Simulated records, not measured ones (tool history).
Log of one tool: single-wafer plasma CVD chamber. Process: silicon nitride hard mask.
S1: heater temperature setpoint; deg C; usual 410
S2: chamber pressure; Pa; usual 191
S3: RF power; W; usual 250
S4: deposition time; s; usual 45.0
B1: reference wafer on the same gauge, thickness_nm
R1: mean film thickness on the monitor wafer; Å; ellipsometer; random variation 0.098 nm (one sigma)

| run | hour | S1 | S2 | S3 | S4 | B1 | R1 |
|---|---|---|---|---|---|---|---|
| 1 | 0.0 | 398 | 191 | 250 | 45.0 | 45.069 | 420.21 |
| 2 | 295.9 | 398 | 191 | 250 | 45.0 | 45.067 | 420.51 |
| 3 | 394.2 | 398 | 191 | 250 | 45.0 | 45.092 | 419.62 |
| 4 | 496.5 | 410 | 191 | 250 | 45.0 | 45.095 | 419.15 |
| 5 | 587.7 | 410 | 191 | 250 | 45.0 | 45.075 | 418.43 |
| 6 | 687.3 | 410 | 191 | 250 | 45.0 | 45.089 | 418.29 |
| 7 | 727.9 | 410 | 191 | 250 | 45.0 | 45.105 | 416.59 |
| 8 | 802.1 | 410 | 191 | 250 | 45.0 | 45.102 | 419.43 |
|  | 852.4 | RF generator calibrated |
| 9 | 856.3 | 410 | 191 | 250 | 45.0 | 45.086 | 428.41 |
|  | 865.7 | thermocouple changed; heater temperature recalibrated |
| 10 | 937.0 | 410 | 191 | 250 | 45.0 | 45.095 | 427.44 |
| 11 | 984.9 | 410 | 191 | 250 | 45.0 | 45.099 | 426.17 |
| 12 | 1079.1 | 402 | 156 | 235 | 45.0 | 45.117 | 385.77 |
| 13 | 1149.1 | 410 | 148 | 250 | 50.9 | 45.098 | 446.68 |
| 14 | 1214.4 | 410 | 191 | 250 | 39.2 | 45.084 | 372.09 |
|  | 1230.0 | showerhead replaced |
|  | 1250.7 | capacitance manometer re-zeroed and calibrated |
| 15 | 1280.8 | 421 | 169 | 250 | 45.0 | 45.078 | 405.85 |
|  | 1433.3 | gauge calibrated |
| 16 | 1449.8 | 396 | 224 | 250 | 41.3 | 45.074 | 406.70 |
| 17 | 1531.3 | 410 | 225 | 200 | 45.0 | 45.105 | 371.55 |
| 18 | 1582.8 | 398 | 148 | 250 | 47.8 | 45.133 | 414.16 |
| 19 | 1679.0 | 410 | 191 | 250 | 45.0 | 45.129 | 420.48 |
| 20 | 1738.9 | 410 | 191 | 250 | 45.0 | 45.124 | 420.96 |
| 21 | 1812.0 | 410 | 203 | 225 | 39.7 | 45.110 | 348.22 |

4 ways to go on from here, each from the tool as it stands after run 21. What would each give?
| A | 1812.4 | 410 | 191 | 250 | 45.0 | ? | ? |
| B | 1812.4 | 410 | 191 | 215 | 36.6 | ? | ? |
| C | 1812.4 | 410 | 191 | 210 | 45.0 | ? | ? |
| D | 1812.4 | 410 | 191 | 220 | 49.3 | ? | ? |

| run | B1 | R1 |
|---|---|---|
| A | 45.090 | 420.24 |
| B | 45.090 | 304.54 |
| C | 45.090 | 367.42 |
| D | 45.090 | 417.42 |
Without the tool's hidden state the same runs would have given:
| run | R1 |
|---|---|
| A | 425.83 |
| B | 308.89 |
| C | 372.66 |
| D | 423.38 |
